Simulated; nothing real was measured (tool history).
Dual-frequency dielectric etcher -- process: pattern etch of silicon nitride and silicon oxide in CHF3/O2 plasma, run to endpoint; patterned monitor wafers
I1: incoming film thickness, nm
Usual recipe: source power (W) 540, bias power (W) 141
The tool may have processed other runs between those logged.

Run 1, hour 0.0: usual settings but bias power (W) 154; I1 205.1. Result: endpoint time (s) 139.1.
Run 2, hour 17.6: usual settings but bias power (W) 154; I1 203.0. Result: endpoint time (s) 137.1.
Run 3, hour 69.4: usual settings; I1 204.5. Result: endpoint time (s) 140.6.
Run 4, hour 94.3: usual settings but source power (W) 620; I1 202.8. Result: endpoint time (s) 131.9.
Run 5, hour 128.3: usual settings but source power (W) 620; I1 202.9. Result: endpoint time (s) 132.5.
At hour 146.6: bias power generator calibrated.
Run 6, hour 158.4: usual settings; I1 203.6. Result: endpoint time (s) 138.3.
Run 7, hour 184.3: usual settings; I1 205.9. Result: endpoint time (s) 139.9.
At hour 219.6: wet clean of the chamber, repeated, since the last time left the tool worse.
Run 8, hour 247.3: usual settings; I1 203.4. Result: endpoint time (s) 147.1.
Run 9, hour 274.9: usual settings but bias power (W) 158; I1 205.8. Result: endpoint time (s) 145.1.
Run 10, hour 302.4: usual settings; I1 202.9. Result: endpoint time (s) 147.0.
Run 11, hour 325.4: usual settings; I1 204.2. Result: endpoint time (s) 146.8.
Run 12, hour 360.5: usual settings but source power (W) 460, bias power (W) 168; I1 203.7. Result: endpoint time (s) 150.5.
Run 13, hour 379.9: usual settings but source power (W) 630, bias power (W) 151; I1 205.7. Result: endpoint time (s) 137.2.
Run 14, hour 403.9: usual settings; I1 201.6. Result: endpoint time (s) 145.1.
Run 15, hour 419.1: usual settings but source power (W) 640, bias power (W) 156; I1 205.2. Result: endpoint time (s) 135.7.
At hour 436.5: source power generator calibrated.
Run 16, hour 437.0: usual settings but source power (W) 420, bias power (W) 123; I1 204.1. Result: endpoint time (s) 165.6.
At hour 479.0: upper electrode replaced.
Run 17, hour 479.5: usual settings but source power (W) 470, bias power (W) 112; I1 206.0. Result: endpoint time (s) 161.9.
Run 18, hour 482.4: usual settings but source power (W) 650; I1 203.3. Result: endpoint time (s) 134.8.
Run 19, hour 507.1: usual settings but source power (W) 450, bias power (W) 118; I1 204.6. Result: endpoint time (s) 161.5.
At hour 548.1: wet clean of the chamber.
Run 20, hour 548.6: usual settings but bias power (W) 172; I1 205.9. Result: endpoint time (s) 145.1.
Run 21, hour 561.7: usual settings but bias power (W) 155; I1 204.5. Result: endpoint time (s) 146.0.
Run 22, hour 576.8: usual settings; I1 203.6. Result: endpoint time (s) 148.5.
Run 23, hour 589.4: usual settings but source power (W) 430, bias power (W) 167; I1 204.4. Result: endpoint time (s) 154.9.
Run 24, hour 611.7: usual settings but source power (W) 590, bias power (W) 116; I1 201.0. Result: endpoint time (s) 146.7.
Run 25, hour 628.6: usual settings but source power (W) 640, bias power (W) 118; I1 202.9. Result: endpoint time (s) 143.2.
Run 26, hour 659.5: usual settings but source power (W) 630, bias power (W) 130; I1 203.7. Result: endpoint time (s) 141.5.
Run 27, hour 676.1: usual settings but source power (W) 500, bias power (W) 168; I1 202.6. Result: endpoint time (s) 143.9.
Run 28, hour 688.5: usual settings but source power (W) 440, bias power (W) 164; I1 205.0. Result: endpoint time (s) 153.2.
Run 29, hour 712.1: usual settings; I1 206.3. Result: endpoint time (s) 148.9.
Run 30, hour 744.5: usual settings but bias power (W) 154; I1 203.0. Result: endpoint time (s) 142.7.

Estimate the outcome of run 31 from the log above:
Run 31, hour 774.5: usual settings; I1 202.9. Result: endpoint time (s) ?.

endpoint time (s): 145.3
If the tool had no hidden condition, the same run with the same run-to-run variation would have returned endpoint time (s) 147.3.
